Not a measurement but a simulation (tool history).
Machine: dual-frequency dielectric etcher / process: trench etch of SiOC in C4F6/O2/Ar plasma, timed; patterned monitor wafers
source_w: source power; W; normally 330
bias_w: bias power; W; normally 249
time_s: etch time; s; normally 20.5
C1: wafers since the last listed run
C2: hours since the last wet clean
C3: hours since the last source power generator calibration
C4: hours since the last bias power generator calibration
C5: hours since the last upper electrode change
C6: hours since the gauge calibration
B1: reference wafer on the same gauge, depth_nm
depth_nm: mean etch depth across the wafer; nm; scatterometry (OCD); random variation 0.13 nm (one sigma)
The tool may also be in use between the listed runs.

Run 1, hour 0.0: usual settings; C1 0; C2 311.6; C3 2392.8; C4 2917.3; C5 1239.5; C6 1374.1; B1 50.68. Result: depth_nm 42.86 nm.
At hour 52.5: wet clean of the chamber.
Run 2, hour 53.0: usual settings but bias_w 202 W; C1 330; C2 0.5; C3 2445.8; C4 2970.3; C5 1292.5; C6 1427.1; B1 50.68. Result: depth_nm 39.27 nm.
Run 3, hour 111.3: usual settings but source_w 350 W; C1 664; C2 58.8; C3 2504.1; C4 3028.6; C5 1350.8; C6 1485.4; B1 50.70. Result: depth_nm 43.92 nm.
Run 4, hour 146.9: usual settings but source_w 350 W; C1 405; C2 94.4; C3 2539.7; C4 3064.2; C5 1386.4; C6 1521.0; B1 50.68. Result: depth_nm 43.92 nm.
Run 5, hour 195.1: usual settings but source_w 300 W; C1 549; C2 142.6; C3 2587.9; C4 3112.4; C5 1434.6; C6 1569.2; B1 50.70. Result: depth_nm 41.14 nm.
Run 6, hour 259.1: usual settings but source_w 300 W; C1 729; C2 206.6; C3 2651.9; C4 3176.4; C5 1498.6; C6 1633.2; B1 50.71. Result: depth_nm 41.28 nm.
Run 7, hour 309.8: usual settings but source_w 300 W; C1 577; C2 257.3; C3 2702.6; C4 3227.1; C5 1549.3; C6 1683.9; B1 50.73. Result: depth_nm 41.32 nm.
Run 8, hour 344.4: usual settings but source_w 310 W, bias_w 220 W; C1 394; C2 291.9; C3 2737.2; C4 3261.7; C5 1583.9; C6 1718.5; B1 50.72. Result: depth_nm 39.80 nm.
Run 9, hour 379.0: usual settings but bias_w 289 W; C1 394; C2 326.5; C3 2771.8; C4 3296.3; C5 1618.5; C6 1753.1; B1 50.71. Result: depth_nm 45.79 nm.
Run 10, hour 446.9: usual settings but time_s 25.0 s; C1 773; C2 394.4; C3 2839.7; C4 3364.2; C5 1686.4; C6 1821.0; B1 50.66. Result: depth_nm 52.69 nm.
At hour 486.8: wet clean of the chamber.
Run 11, hour 516.6: usual settings but time_s 25.0 s; C1 520; C2 29.8; C3 2909.4; C4 3433.9; C5 1756.1; C6 1890.7; B1 50.72. Result: depth_nm 52.65 nm.
Run 12, hour 547.6: usual settings but time_s 23.0 s; C1 353; C2 60.8; C3 2940.4; C4 3464.9; C5 1787.1; C6 1921.7; B1 50.71. Result: depth_nm 48.35 nm.
Run 13, hour 645.8: usual settings but source_w 350 W; C1 1118; C2 159.0; C3 3038.6; C4 3563.1; C5 1885.3; C6 2019.9; B1 50.70. Result: depth_nm 44.18 nm.
Run 14, hour 707.2: usual settings but source_w 290 W, bias_w 188 W, time_s 22.5 s; C1 699; C2 220.4; C3 3100.0; C4 3624.5; C5 1946.7; C6 2081.3; B1 50.71. Result: depth_nm 39.81 nm.
Run 15, hour 733.6: usual settings but time_s 15.5 s; C1 300; C2 246.8; C3 3126.4; C4 3650.9; C5 1973.1; C6 2107.7; B1 50.64. Result: depth_nm 32.74 nm.
At hour 822.7: bias power generator calibrated.
At hour 826.6: wet clean of the chamber.
Run 16, hour 827.1: usual settings but source_w 360 W, bias_w 266 W; C1 975; C2 0.5; C3 3219.9; C4 4.4; C5 2066.6; C6 2201.2; B1 50.69. Result: depth_nm 45.96 nm.
Run 17, hour 873.4: usual settings; C1 527; C2 46.8; C3 3266.2; C4 50.7; C5 2112.9; C6 2247.5; B1 50.71. Result: depth_nm 43.33 nm.
At hour 903.6: source power generator calibrated.
Run 18, hour 911.8: usual settings; C1 391; C2 85.2; C3 8.2; C4 89.1; C5 2151.3; C6 2285.9; B1 50.70. Result: depth_nm 42.14 nm.
Run 19, hour 945.6: usual settings; C1 385; C2 119.0; C3 42.0; C4 122.9; C5 2185.1; C6 2319.7; B1 50.69. Result: depth_nm 42.14 nm.
At hour 979.1: upper electrode replaced.
Run 20, hour 979.6: usual settings but source_w 260 W; C1 113; C2 153.0; C3 76.0; C4 156.9; C5 0.5; C6 2353.7; B1 50.69. Result: depth_nm 38.12 nm.
Run 21, hour 1030.0: usual settings but time_s 23.0 s; C1 574; C2 203.4; C3 126.4; C4 207.3; C5 50.9; C6 2404.1; B1 50.73. Result: depth_nm 47.35 nm.
At hour 1058.7: gauge calibrated.
Run 22, hour 1089.0: usual settings but source_w 350 W; C1 672; C2 262.4; C3 185.4; C4 266.3; C5 109.9; C6 30.3; B1 50.68. Result: depth_nm 43.29 nm.
Run 23, hour 1133.1: usual settings but source_w 290 W; C1 502; C2 306.5; C3 229.5; C4 310.4; C5 154.0; C6 74.4; B1 50.70. Result: depth_nm 40.02 nm.
At hour 1162.6: wet clean of the chamber.
Run 24, hour 1192.5: usual settings but source_w 270 W, bias_w 297 W, time_s 18.5 s; C1 403; C2 29.9; C3 288.9; C4 369.8; C5 213.4; C6 133.8; B1 50.70. Result: depth_nm 37.51 nm.
Run 25, hour 1243.6: usual settings; C1 582; C2 81.0; C3 340.0; C4 420.9; C5 264.5; C6 184.9; B1 50.71. Result: depth_nm 42.18 nm.
Run 26, hour 1309.1: usual settings but source_w 280 W, bias_w 273 W, time_s 16.5 s; C1 746; C2 146.5; C3 405.5; C4 486.4; C5 330.0; C6 250.4; B1 50.71. Result: depth_nm 32.96 nm.
Run 27, hour 1367.6: usual settings but bias_w 267 W; C1 666; C2 205.0; C3 464.0; C4 544.9; C5 388.5; C6 308.9; B1 50.71. Result: depth_nm 43.43 nm.
Run 28, hour 1545.3: usual settings but source_w 260 W, bias_w 204 W, time_s 16.5 s; C1 2024; C2 382.7; C3 641.7; C4 722.6; C5 566.2; C6 486.6; B1 50.66. Result: depth_nm 28.20 nm.
At hour 1584.2: wet clean of the chamber.
Run 29, hour 1587.5: usual settings but bias_w 265 W, time_s 15.0 s; C1 207; C2 3.3; C3 683.9; C4 764.8; C5 608.4; C6 528.8; B1 50.70. Result: depth_nm 31.80 nm.
Run 30, hour 1632.5: usual settings but source_w 300 W, bias_w 204 W, time_s 23.5 s; C1 512; C2 48.3; C3 728.9; C4 809.8; C5 653.4; C6 573.8; B1 50.66. Result: depth_nm 43.09 nm.

What if the next run were any one of these 4? Each begins from the tool's condition after run 30:
Run A, hour 1632.9: usual settings; C1 4; C2 48.7; C3 729.3; C4 810.2; C5 653.8; C6 574.2; B1 ?. Result: depth_nm ?.
Run B, hour 1632.9: usual settings but source_w 280 W, time_s 15.0 s; C1 4; C2 48.7; C3 729.3; C4 810.2; C5 653.8; C6 574.2; B1 ?. Result: depth_nm ?.
Run C, hour 1632.9: usual settings but bias_w 225 W, time_s 22.0 s; C1 4; C2 48.7; C3 729.3; C4 810.2; C5 653.8; C6 574.2; B1 ?. Result: depth_nm ?.
Run D, hour 1632.9: usual settings but source_w 290 W, bias_w 225 W, time_s 16.0 s; C1 4; C2 48.7; C3 729.3; C4 810.2; C5 653.8; C6 574.2; B1 ?. Result: depth_nm ?.

run     B1  depth_nm
  A  50.69     42.46
  B  50.69     28.93
  C  50.69     43.69
  D  50.69     30.03
With the hidden condition removed and each run's random variation left untouched, the same runs would have given:
run  depth_nm
  A     42.37
  B     28.87
  C     43.59
  D     29.96
